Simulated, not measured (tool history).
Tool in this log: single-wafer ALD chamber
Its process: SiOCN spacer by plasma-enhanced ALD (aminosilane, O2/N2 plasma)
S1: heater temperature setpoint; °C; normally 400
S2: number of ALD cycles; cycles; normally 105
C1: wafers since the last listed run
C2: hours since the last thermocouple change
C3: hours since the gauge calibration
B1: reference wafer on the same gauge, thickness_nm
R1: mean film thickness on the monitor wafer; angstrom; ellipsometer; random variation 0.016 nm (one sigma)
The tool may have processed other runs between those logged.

{"run": 1, "day": 0.0, "S1": 403, "S2": 105, "C1": 0, "C2": 1461.7, "C3": 280.7, "B1": 7.444, "R1": 64.56}
{"run": 2, "day": 1.438, "S1": 403, "S2": 105, "C1": 93, "C2": 1496.2, "C3": 315.2, "B1": 7.453, "R1": 65.22}
{"run": 3, "day": 3.362, "S1": 403, "S2": 105, "C1": 125, "C2": 1542.4, "C3": 361.4, "B1": 7.452, "R1": 64.98}
{"run": 4, "day": 5.133, "S1": 400, "S2": 118, "C1": 115, "C2": 1584.9, "C3": 403.9, "B1": 7.447, "R1": 73.43}
{"run": 5, "day": 6.683, "S1": 400, "S2": 118, "C1": 101, "C2": 1622.1, "C3": 441.1, "B1": 7.447, "R1": 73.26}
{"run": 6, "day": 8.179, "S1": 400, "S2": 118, "C1": 97, "C2": 1658.0, "C3": 477.0, "B1": 7.451, "R1": 73.49}
{"run": 7, "day": 10.792, "S1": 408, "S2": 105, "C1": 170, "C2": 1720.7, "C3": 539.7, "B1": 7.447, "R1": 63.86}
{"run": 8, "day": 12.204, "S1": 408, "S2": 105, "C1": 92, "C2": 1754.6, "C3": 573.6, "B1": 7.445, "R1": 63.81}
{"run": 9, "day": 19.496, "S1": 408, "S2": 105, "C1": 475, "C2": 1929.6, "C3": 748.6, "B1": 7.454, "R1": 63.75}
{"day": 19.825, "done": "gauge calibrated"}
{"run": 10, "day": 20.912, "S1": 400, "S2": 98, "C1": 92, "C2": 1963.6, "C3": 26.1, "B1": 7.453, "R1": 60.89}
{"run": 11, "day": 22.692, "S1": 400, "S2": 105, "C1": 115, "C2": 2006.3, "C3": 68.8, "B1": 7.453, "R1": 65.4}
{"run": 12, "day": 25.454, "S1": 400, "S2": 105, "C1": 180, "C2": 2072.6, "C3": 135.1, "B1": 7.448, "R1": 65.58}
{"run": 13, "day": 26.904, "S1": 400, "S2": 105, "C1": 94, "C2": 2107.4, "C3": 169.9, "B1": 7.453, "R1": 65.18}
{"run": 14, "day": 29.325, "S1": 387, "S2": 105, "C1": 157, "C2": 2165.5, "C3": 228.0, "B1": 7.445, "R1": 65.43}
{"run": 15, "day": 31.558, "S1": 400, "S2": 89, "C1": 145, "C2": 2219.1, "C3": 281.6, "B1": 7.448, "R1": 55.51}
{"run": 16, "day": 32.742, "S1": 400, "S2": 105, "C1": 77, "C2": 2247.5, "C3": 310.0, "B1": 7.448, "R1": 65.32}
{"day": 34.262, "done": "thermocouple changed; heater temperature recalibrated"}
{"run": 17, "day": 35.112, "S1": 400, "S2": 105, "C1": 132, "C2": 20.4, "C3": 366.9, "B1": 7.442, "R1": 65.56}
{"run": 18, "day": 37.15, "S1": 400, "S2": 119, "C1": 132, "C2": 69.3, "C3": 415.8, "B1": 7.451, "R1": 74.23}
{"run": 19, "day": 38.9, "S1": 393, "S2": 96, "C1": 114, "C2": 111.3, "C3": 457.8, "B1": 7.444, "R1": 59.57}
{"run": 20, "day": 39.988, "S1": 391, "S2": 88, "C1": 70, "C2": 137.4, "C3": 483.9, "B1": 7.452, "R1": 54.75}
{"run": 21, "day": 41.412, "S1": 400, "S2": 105, "C1": 92, "C2": 171.6, "C3": 518.1, "B1": 7.461, "R1": 65.3}
{"run": 22, "day": 44.208, "S1": 405, "S2": 105, "C1": 182, "C2": 238.7, "C3": 585.2, "B1": 7.447, "R1": 64.62}
{"run": 23, "day": 45.675, "S1": 393, "S2": 92, "C1": 95, "C2": 273.9, "C3": 620.4, "B1": 7.452, "R1": 57.38}
{"run": 24, "day": 48.588, "S1": 388, "S2": 91, "C1": 189, "C2": 343.8, "C3": 690.3, "B1": 7.449, "R1": 56.42}

Branching from run 24: 3 alternative next runs. What would each branch give?
{"run": "A", "day": 48.612, "S1": 400, "S2": 85, "C1": 1, "C2": 344.4, "C3": 690.9, "B1": "?", "R1": "?"}
{"run": "B", "day": 48.612, "S1": 409, "S2": 105, "C1": 1, "C2": 344.4, "C3": 690.9, "B1": "?", "R1": "?"}
{"run": "C", "day": 48.612, "S1": 408, "S2": 95, "C1": 1, "C2": 344.4, "C3": 690.9, "B1": "?", "R1": "?"}

run=A B1=7.446 R1=53.08
run=B B1=7.446 R1=63.84
run=C B1=7.446 R1=57.94
With the hidden condition removed and each run's random variation left untouched, the same runs would have given:
run=A R1=53.08
run=B R1=63.84
run=C R1=57.94
